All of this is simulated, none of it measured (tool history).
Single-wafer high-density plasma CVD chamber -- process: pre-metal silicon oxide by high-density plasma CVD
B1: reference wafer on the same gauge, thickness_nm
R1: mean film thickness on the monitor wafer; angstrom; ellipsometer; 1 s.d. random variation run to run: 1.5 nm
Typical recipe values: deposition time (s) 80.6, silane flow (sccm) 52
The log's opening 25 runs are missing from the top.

Run 26, hour 280.0: usual settings; B1 346.723. Result: R1 3999.61 angstrom.
Run 27, hour 297.3: usual settings but deposition time (s) 65.4; B1 346.732. Result: R1 3236.32 angstrom.
Run 28, hour 305.9: usual settings but deposition time (s) 89.6, silane flow (sccm) 44; B1 346.940. Result: R1 3947.83 angstrom.
Run 29, hour 313.6: usual settings but deposition time (s) 74.1; B1 346.632. Result: R1 3697.59 angstrom.
Run 30, hour 322.2: usual settings; B1 347.322. Result: R1 4010.25 angstrom.
Run 31, hour 347.3: usual settings; B1 347.353. Result: R1 3989.88 angstrom.
Run 32, hour 358.5: usual settings but deposition time (s) 74.4, silane flow (sccm) 45; B1 347.037. Result: R1 3325.31 angstrom.
Run 33, hour 364.6: usual settings; B1 346.798. Result: R1 3983.22 angstrom.
Run 34, hour 371.9: usual settings but deposition time (s) 73.8, silane flow (sccm) 48; B1 346.816. Result: R1 3459.58 angstrom.
At hour 380.6: gauge calibrated.
Run 35, hour 384.3: usual settings; B1 346.915. Result: R1 3990.70 angstrom.
Run 36, hour 397.1: usual settings but deposition time (s) 86.8, silane flow (sccm) 61; B1 347.041. Result: R1 4823.39 angstrom.
Run 37, hour 414.2: usual settings but deposition time (s) 71.2, silane flow (sccm) 58; B1 346.860. Result: R1 3814.87 angstrom.
Run 38, hour 421.1: usual settings but deposition time (s) 68.3, silane flow (sccm) 57; B1 347.099. Result: R1 3629.27 angstrom.
Run 39, hour 438.1: usual settings; B1 347.077. Result: R1 4013.49 angstrom.
Run 40, hour 454.7: usual settings but deposition time (s) 69.6, silane flow (sccm) 42; B1 347.362. Result: R1 2954.35 angstrom.
Run 41, hour 472.5: usual settings but deposition time (s) 73.7, silane flow (sccm) 58; B1 346.739. Result: R1 3940.19 angstrom.
Run 42, hour 484.3: usual settings; B1 346.846. Result: R1 3991.91 angstrom.
Run 43, hour 490.5: usual settings; B1 346.871. Result: R1 4000.05 angstrom.
Run 44, hour 496.8: usual settings but deposition time (s) 72.0, silane flow (sccm) 46; B1 346.886. Result: R1 3265.37 angstrom.
Run 45, hour 505.3: usual settings but silane flow (sccm) 45; B1 346.866. Result: R1 3597.56 angstrom.
Run 46, hour 516.2: usual settings; B1 347.135. Result: R1 3992.31 angstrom.

Each row is a separate what-if for the run after 46, all from the same tool condition, not one after another. Results?
Run A, hour 516.6: usual settings but deposition time (s) 66.1; B1 ?. Result: R1 ?.
Run B, hour 516.6: usual settings but deposition time (s) 74.3, silane flow (sccm) 57; B1 ?. Result: R1 ?.
Run C, hour 516.6: usual settings but deposition time (s) 65.8, silane flow (sccm) 44; B1 ?. Result: R1 ?.
Run D, hour 516.6: usual settings but deposition time (s) 75.3, silane flow (sccm) 48; B1 ?. Result: R1 ?.
Run E, hour 516.6: usual settings but deposition time (s) 68.5, silane flow (sccm) 47; B1 ?. Result: R1 ?.

run       B1       R1
  A  346.886  3261.80
  B  346.886  3927.14
  C  346.886  2877.59
  D  346.886  3504.42
  E  346.886  3139.88
The same runs, with their run-to-run variation unchanged, on a tool lacking any hidden condition would have given:
run       R1
  A  3261.80
  B  3927.14
  C  2877.59
  D  3504.42
  E  3139.88
